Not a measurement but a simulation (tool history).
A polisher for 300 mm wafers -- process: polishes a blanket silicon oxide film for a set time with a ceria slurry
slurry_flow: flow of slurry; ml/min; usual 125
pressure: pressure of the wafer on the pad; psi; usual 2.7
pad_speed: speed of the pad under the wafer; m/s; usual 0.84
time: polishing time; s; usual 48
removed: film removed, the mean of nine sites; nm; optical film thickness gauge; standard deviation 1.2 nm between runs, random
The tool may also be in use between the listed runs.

run	hour	slurry_flow	pressure	pad_speed	time	incoming thickness of the incoming film, nm	removed
1	0	125	2.7	0.84	48	1688.7	156.5
2	50.9	125	2.7	0.64	48	1704.1	133.1
3	108.9	125	2.7	0.64	48	1705.6	134.9
# hour 167.6: worn pad replaced by a new one
4	201.9	125	2.7	0.64	48	1709.8	133.8
5	270.3	100	2.7	0.98	48	1697.3	170
6	316.9	100	2.7	0.98	48	1691.9	169.4
7	357.5	125	2.7	0.84	48	1687.8	161.3
# hour 409.8: worn pad replaced by a new one
8	446.6	125	2.7	0.84	48	1716.3	162.6
# hour 449.5: slurry nozzle cleaned
9	531.6	125	1.9	0.84	48	1721.4	119.1
10	590.5	110	2.1	0.64	41	1698.8	91.8
# hour 611.2: worn pad replaced by a new one
11	651	145	3.2	0.98	53	1714.2	241.6
# hour 733.6: head pressure recalibrated
12	744	110	3	1.04	48	1728.2	160.9
13	835.5	100	2.7	0.84	48	1694.7	127.3
# hour 855.4: worn pad replaced by a new one
14	884.9	125	2.7	0.84	48	1689.1	133.3
# hour 954.3: head pressure recalibrated, repeated, since the last time left the tool worse
15	981.7	165	3.4	0.64	48	1703.7	164.8
16	1068.2	155	3.4	0.94	53	1712.3	230.3

Consider 3 possible next runs. They are alternatives, not a sequence: every one starts from the tool as it was left by run 16. What does each give?
A	1068.6	125	3.6	0.84	48	1691.4	?
B	1068.6	170	2.7	0.84	48	1691.4	?
C	1068.6	125	2.7	0.84	56	1691.4	?

run	removed
A	196.2
B	159.2
C	176.9
Without the tool's hidden state the same runs would have given:
run	removed
A	196.7
B	159.6
C	177.4
